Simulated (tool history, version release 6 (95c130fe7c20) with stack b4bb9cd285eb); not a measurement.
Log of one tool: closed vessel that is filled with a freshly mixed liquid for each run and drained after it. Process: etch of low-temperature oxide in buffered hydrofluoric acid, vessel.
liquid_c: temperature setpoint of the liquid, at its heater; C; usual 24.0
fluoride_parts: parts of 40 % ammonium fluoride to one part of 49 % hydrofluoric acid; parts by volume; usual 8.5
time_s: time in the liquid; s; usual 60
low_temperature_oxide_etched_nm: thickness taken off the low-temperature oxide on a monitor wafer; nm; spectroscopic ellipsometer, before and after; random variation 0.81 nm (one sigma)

run	hour	liquid_c	fluoride_parts	time_s	wafers since the last listed run	hours since the thermometer was replaced	hours since the hydrofluoric acid flow meter was replaced	hours since the gauge calibration	read-back film thickness of the low-temperature oxide reference wafer, read on the same gauge (nm)	low_temperature_oxide_etched_nm
1	0.0	21.5	8.5	60	0	1833.4	1087.9	228.6	49.97	175.53
2	45.0	21.5	8.5	60	6457	1878.4	1132.9	273.6	49.97	176.88
3	104.2	24.0	6.0	80	8494	1937.6	1192.1	332.8	50.04	379.56
4	170.1	24.0	6.0	80	9456	2003.5	1258.0	398.7	49.99	377.08
5	241.5	24.0	6.0	80	10245	2074.9	1329.4	470.1	49.97	381.28
6	432.8	24.0	8.5	70	27450	2266.2	1520.7	661.4	50.02	234.84
# hour 468.1: thermometer replaced
7	496.7	24.0	8.5	70	9025	28.6	1584.6	725.3	50.00	235.24
# hour 521.6: gauge calibrated
8	557.2	26.0	7.5	50	8681	89.1	1645.1	35.6	49.99	212.55
9	588.6	26.5	9.5	60	4505	120.5	1676.5	67.0	50.02	209.58
# hour 611.1: hydrofluoric acid flow meter replaced
10	651.2	24.0	8.5	45	8839	183.1	40.1	129.6	49.94	151.36
11	703.1	20.0	8.5	90	7447	235.0	92.0	181.5	50.03	243.40
12	743.9	24.0	8.5	60	5854	275.8	132.8	222.3	50.00	202.58
13	775.8	24.0	5.5	60	4577	307.7	164.7	254.2	50.02	306.80
14	832.7	24.0	8.5	60	8164	364.6	221.6	311.1	49.99	201.76

4 ways to go on from here, each from the tool as it stands after run 14. What would each give?
A	833.4	24.0	8.5	60	100	365.3	222.3	311.8	?	?
B	833.4	22.5	11.0	75	100	365.3	222.3	311.8	?	?
C	833.4	28.5	10.5	80	100	365.3	222.3	311.8	?	?
D	833.4	19.5	8.5	60	100	365.3	222.3	311.8	?	?

run	read-back film thickness of the low-temperature oxide reference wafer, read on the same gauge (nm)	low_temperature_oxide_etched_nm
A	50.01	200.40
B	50.01	184.96
C	50.01	285.44
D	50.01	156.24
Without the tool's hidden state the same runs would have given:
run	low_temperature_oxide_etched_nm
A	200.40
B	184.96
C	285.44
D	156.24
